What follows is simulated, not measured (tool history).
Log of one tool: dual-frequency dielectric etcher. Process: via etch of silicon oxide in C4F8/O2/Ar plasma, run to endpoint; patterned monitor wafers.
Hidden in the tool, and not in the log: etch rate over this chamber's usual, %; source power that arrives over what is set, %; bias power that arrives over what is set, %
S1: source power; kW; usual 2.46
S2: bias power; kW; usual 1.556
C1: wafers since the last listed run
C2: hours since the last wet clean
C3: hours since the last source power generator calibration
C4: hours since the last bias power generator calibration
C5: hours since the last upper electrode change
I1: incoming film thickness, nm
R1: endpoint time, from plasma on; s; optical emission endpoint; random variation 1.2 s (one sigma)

run	hour	S1	S2	C1	C2	C3	C4	C5	I1	R1
1	0	2.8	1.556	0	478	902.3	1115.3	1635.7	1950.9	408.1
2	63.6	2.8	1.556	203	541.6	965.9	1178.9	1699.3	1963.7	411.6
# hour 122.2: wet clean of the chamber
3	179.6	2.46	1.556	294	57.4	1081.9	1294.9	1815.3	1959.2	416.5
4	233.4	2.46	1.556	172	111.2	1135.7	1348.7	1869.1	1966.8	420
5	271.7	2.46	1.556	122	149.5	1174	1387	1907.4	1967.5	421.4
6	323.1	2.46	1.556	164	200.9	1225.4	1438.4	1958.8	1965.1	421.1
7	366.2	2.83	1.772	138	244	1268.5	1481.5	2001.9	1958.9	392.1
8	400	2.83	1.772	108	277.8	1302.3	1515.3	2035.7	1972.4	394.5
9	440.4	2.83	1.772	129	318.2	1342.7	1555.7	2076.1	1975.2	395.1
10	470	2.28	1.556	94	347.8	1372.3	1585.3	2105.7	1962.4	435.1
11	519.2	2.28	1.556	157	397	1421.5	1634.5	2154.9	1949	431
12	571	2.31	1.291	166	448.8	1473.3	1686.3	2206.7	1945.9	448.5
13	634.4	2.31	1.291	203	512.2	1536.7	1749.7	2270.1	1967.2	454.4
# hour 670.6: wet clean of the chamber
14	701.3	2.31	1.291	137	30.7	1603.6	1816.6	2337	1962.1	446.3
15	728.5	1.87	1.37	87	57.9	1630.8	1843.8	2364.2	1965.6	468.5
16	793.9	2.19	1.337	209	123.3	1696.2	1909.2	2429.6	1958.3	453.7
17	833.3	1.91	1.236	126	162.7	1735.6	1948.6	2469	1966.7	479.6
18	864.6	2.78	1.556	100	194	1766.9	1979.9	2500.3	1981.4	410.7
19	901.2	2.46	1.556	117	230.6	1803.5	2016.5	2536.9	1966.2	423.6
# hour 910: source power generator calibrated
# hour 933.3: bias power generator calibrated
20	939.3	2.46	1.556	96	268.7	29.3	6	2575	1954.8	414.4
21	999.4	2.46	1.556	192	328.8	89.4	66.1	2635.1	1945.2	413.4
22	1054.5	2.46	1.556	176	383.9	144.5	121.2	2690.2	1948.6	418.7
23	1103.9	2.81	1.266	158	433.3	193.9	170.6	2739.6	1972.9	427.8
# hour 1147.2: upper electrode replaced
# hour 1290.2: wet clean of the chamber
24	1290.7	2.28	1.556	445	0.5	380.7	357.4	143.5	1961	422.5
25	1310	2.95	1.725	61	19.8	400	376.7	162.8	1945.7	380.7
26	1339.4	1.85	1.29	94	49.2	429.4	406.1	192.2	1951.7	465.3
27	1372.9	2.05	1.437	107	82.7	462.9	439.6	225.7	1939.7	439.5
28	1575.1	2.95	1.725	648	284.9	665.1	641.8	427.9	1961.9	388.8

4 ways to go on from here, each from the tool as it stands after run 28. What would each give?
A	1575.6	2.46	1.556	1	285.4	665.6	642.3	428.4	1961.3	?
B	1575.6	2.85	1.361	1	285.4	665.6	642.3	428.4	1961.3	?
C	1575.6	2.15	1.217	1	285.4	665.6	642.3	428.4	1961.3	?
D	1575.6	2.03	1.556	1	285.4	665.6	642.3	428.4	1961.3	?

run	R1
A	418.2
B	413.9
C	459.8
D	440.5
Without the tool's hidden state the same runs would have given:
run	R1
A	411.8
B	407.5
C	452.7
D	433.7
